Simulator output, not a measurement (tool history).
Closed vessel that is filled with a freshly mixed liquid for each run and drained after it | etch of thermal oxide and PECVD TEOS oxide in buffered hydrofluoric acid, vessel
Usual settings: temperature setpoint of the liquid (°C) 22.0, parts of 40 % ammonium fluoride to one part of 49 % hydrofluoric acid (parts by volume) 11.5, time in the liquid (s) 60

run	hour	temperature setpoint of the liquid (°C)	parts of 40 % ammonium fluoride to one part of 49 % hydrofluoric acid (parts by volume)	time in the liquid (s)	read-back film thickness of the thermal oxide reference wafer, read on the same gauge (nm)	read-back film thickness of the PECVD TEOS oxide reference wafer, read on the same gauge (nm)	thickness taken off the thermal oxide on a monitor wafer (nm)	thickness taken off the PECVD TEOS oxide on a monitor wafer (nm)
1	0.0	22.0	14.5	60	70.02	70.00	45.26	58.99
2	17.6	22.0	14.5	60	70.00	69.99	45.51	58.97
3	30.7	22.0	11.5	60	70.00	70.00	57.45	73.94
4	40.9	22.0	11.5	60	69.99	70.01	57.20	74.56
5	81.7	22.0	11.5	60	70.01	70.01	57.03	75.14
6	88.8	25.0	11.5	60	69.98	70.01	67.34	87.71
7	104.2	25.0	11.5	60	69.98	69.96	67.62	86.87
8	120.7	25.0	11.5	60	70.05	69.99	67.52	86.95
9	133.5	22.0	11.5	60	70.01	70.01	57.11	74.39
10	150.6	22.0	11.5	60	69.99	69.98	57.21	74.83
11	157.6	22.0	11.5	60	69.99	69.99	56.93	75.19
# hour 165.8: gauge calibrated
12	202.0	18.5	15.5	60	69.99	69.98	35.06	46.28
13	216.3	22.0	11.5	60	69.95	70.00	56.73	73.85
14	229.9	20.5	15.0	90	70.01	69.96	60.85	78.71
15	243.9	22.0	9.5	30	69.96	70.00	33.95	44.46
# hour 257.8: thermometer replaced
16	259.7	19.0	11.5	90	69.99	70.01	72.73	94.72
17	273.1	22.0	14.5	80	70.01	70.02	60.53	80.20
18	279.9	22.0	11.5	45	69.96	70.01	42.91	55.41
19	295.3	22.0	11.5	60	70.01	70.01	56.98	75.08
# hour 328.9: hydrofluoric acid flow meter replaced
20	331.8	19.0	11.5	90	69.97	70.02	72.45	94.49
21	347.7	22.0	11.5	80	69.99	70.00	76.34	100.44
22	354.0	24.5	14.0	80	70.00	69.99	72.12	95.41
23	369.3	24.0	15.5	45	70.00	70.01	35.61	47.27
24	387.2	22.0	13.5	85	70.05	69.96	69.14	90.21
25	403.3	22.0	11.5	60	70.00	69.97	57.44	74.15
26	417.0	22.0	11.5	60	70.03	70.03	57.61	74.10
27	429.4	22.0	7.5	60	69.98	70.00	84.87	111.87

Forecast each of these 3 alternatives for the next run:
A	430.1	22.0	11.5	50	?	?	?	?
B	430.1	17.0	13.0	90	?	?	?	?
C	430.1	22.0	11.5	35	?	?	?	?

run	read-back film thickness of the thermal oxide reference wafer, read on the same gauge (nm)	read-back film thickness of the PECVD TEOS oxide reference wafer, read on the same gauge (nm)	thickness taken off the thermal oxide on a monitor wafer (nm)	thickness taken off the PECVD TEOS oxide on a monitor wafer (nm)
A	69.95	69.99	47.74	62.75
B	69.95	69.99	57.54	75.63
C	69.95	69.99	33.42	43.92
Without the tool's hidden state the same runs would have given:
run	thickness taken off the thermal oxide on a monitor wafer (nm)	thickness taken off the PECVD TEOS oxide on a monitor wafer (nm)
A	47.74	62.75
B	57.54	75.63
C	33.42	43.92
